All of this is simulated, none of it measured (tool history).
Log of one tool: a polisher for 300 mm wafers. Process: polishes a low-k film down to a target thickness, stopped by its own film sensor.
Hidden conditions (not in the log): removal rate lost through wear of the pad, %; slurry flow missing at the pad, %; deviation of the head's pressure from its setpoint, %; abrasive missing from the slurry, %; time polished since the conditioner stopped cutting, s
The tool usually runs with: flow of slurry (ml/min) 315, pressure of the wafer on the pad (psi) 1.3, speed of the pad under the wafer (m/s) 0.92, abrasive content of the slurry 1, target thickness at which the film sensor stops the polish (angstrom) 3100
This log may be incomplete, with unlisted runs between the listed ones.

run	hour	flow of slurry (ml/min)	pressure of the wafer on the pad (psi)	speed of the pad under the wafer (m/s)	abrasive content of the slurry	target thickness at which the film sensor stops the polish (angstrom)	wafers since the last listed run	wafers polished on this pad	hours since the slurry nozzle was cleaned	hours since the head pressure was calibrated	hours since the slurry blender was calibrated	hours since the conditioning disc was replaced	incoming thickness of the incoming film, nm	time until the film sensor stopped the polish (s)
1	0	315	1.3	0.92	1	3100	0	1284	272.1	85.1	129.5	69.3	343.9	170.5
# hour 6.1: worn pad replaced by a new one
2	22.9	315	1.3	0.92	1.15	3100	131	117	295	108	152.4	92.2	332.7	96
3	39.7	315	1.3	0.92	1.15	3100	116	233	311.8	124.8	169.2	109	336.2	112.2
4	74.5	315	1.3	0.92	1.15	3100	241	475	346.6	159.6	204	143.8	333.5	102.8
5	95.9	315	1.3	0.92	1	3100	148	624	368	181	225.4	165.2	336.9	124.1
6	112.5	265	1.3	0.92	1	3100	115	739	384.6	197.6	242	181.8	345.9	168.8
7	146.3	265	1.3	0.92	1	3100	234	974	418.4	231.4	275.8	215.6	336	126.9
# hour 171: worn pad replaced by a new one
8	181	315	1.3	0.92	1	3100	213	69	453.1	266.1	310.5	250.3	335.5	111
# hour 189.3: slurry blender recalibrated
# hour 238.6: conditioning disc replaced and pad reconditioned
9	281.4	315	1.3	0.92	1	3100	669	739	553.5	366.5	92.1	42.8	338.5	135.7
10	297.3	315	1.3	0.92	1	3100	110	849	569.4	382.4	108	58.7	343.7	158.9
11	316.3	315	1.3	0.92	1	3100	132	981	588.4	401.4	127	77.7	341.2	154
# hour 343.3: worn pad replaced by a new one
12	343.8	315	1.7	0.92	1	3100	163	3	615.9	428.9	154.5	105.2	343.8	115.5
13	356.6	315	1.3	0.92	1	3100	88	92	628.7	441.7	167.3	118	339.5	128.7
14	389	315	1.3	0.92	1	3100	225	317	661.1	474.1	199.7	150.4	336.2	113.2
15	423	315	1.3	1.2	0.9	3100	236	553	695.1	508.1	233.7	184.4	335.1	91.9
16	449.1	315	1.3	0.92	1	3100	181	735	721.2	534.2	259.8	210.5	341.9	147.4
# hour 452: slurry nozzle cleaned
17	478.7	315	1.8	0.92	1	3100	198	933	26.7	563.8	289.4	240.1	337.6	95.5
# hour 482.6: conditioning disc replaced and pad reconditioned
18	500.2	385	1.5	0.68	1	3170	135	1069	48.2	585.3	310.9	17.6	338.1	113.6
# hour 513.5: head pressure recalibrated
19	523.6	385	1.4	0.92	1	3170	148	1218	71.6	10.1	334.3	41	334.2	77.3
# hour 554.5: slurry blender recalibrated
# hour 555.5: worn pad replaced by a new one
20	558	315	1.3	1.08	1	3100	218	17	106	44.5	3.5	75.4	335.4	95.2
21	585.4	315	1.3	0.92	1	3100	190	208	133.4	71.9	30.9	102.8	339.4	131.5
22	600.3	315	1.7	0.92	0.75	3020	103	311	148.3	86.8	45.8	117.7	341.4	146.2
23	636.1	315	1.3	0.92	1	3100	248	560	184.1	122.6	81.6	153.5	346.2	170.7
24	649.5	355	1.3	0.62	1	3100	93	653	197.5	136	95	166.9	344.7	218.8
25	680.3	415	1.3	1.08	1	3000	214	867	228.3	166.8	125.8	197.7	337.1	149.6

Predict each of these 4 candidate next runs independently; none follows another, all start after run 25:
A	680.8	315	1.3	0.92	1	3100	3	871	228.8	167.3	126.3	198.2	347	?
B	680.8	265	0.9	0.92	1.2	3100	3	871	228.8	167.3	126.3	198.2	347	?
C	680.8	315	1.7	0.92	0.7	3100	3	871	228.8	167.3	126.3	198.2	347	?
D	680.8	315	1.3	1.08	1	3040	3	871	228.8	167.3	126.3	198.2	347	?

run	time until the film sensor stopped the polish (s)
A	179.3
B	250.2
C	151.7
D	183.3
Without the tool's hidden state the same runs would have given:
run	time until the film sensor stopped the polish (s)
A	164.3
B	229.3
C	139
D	167.9

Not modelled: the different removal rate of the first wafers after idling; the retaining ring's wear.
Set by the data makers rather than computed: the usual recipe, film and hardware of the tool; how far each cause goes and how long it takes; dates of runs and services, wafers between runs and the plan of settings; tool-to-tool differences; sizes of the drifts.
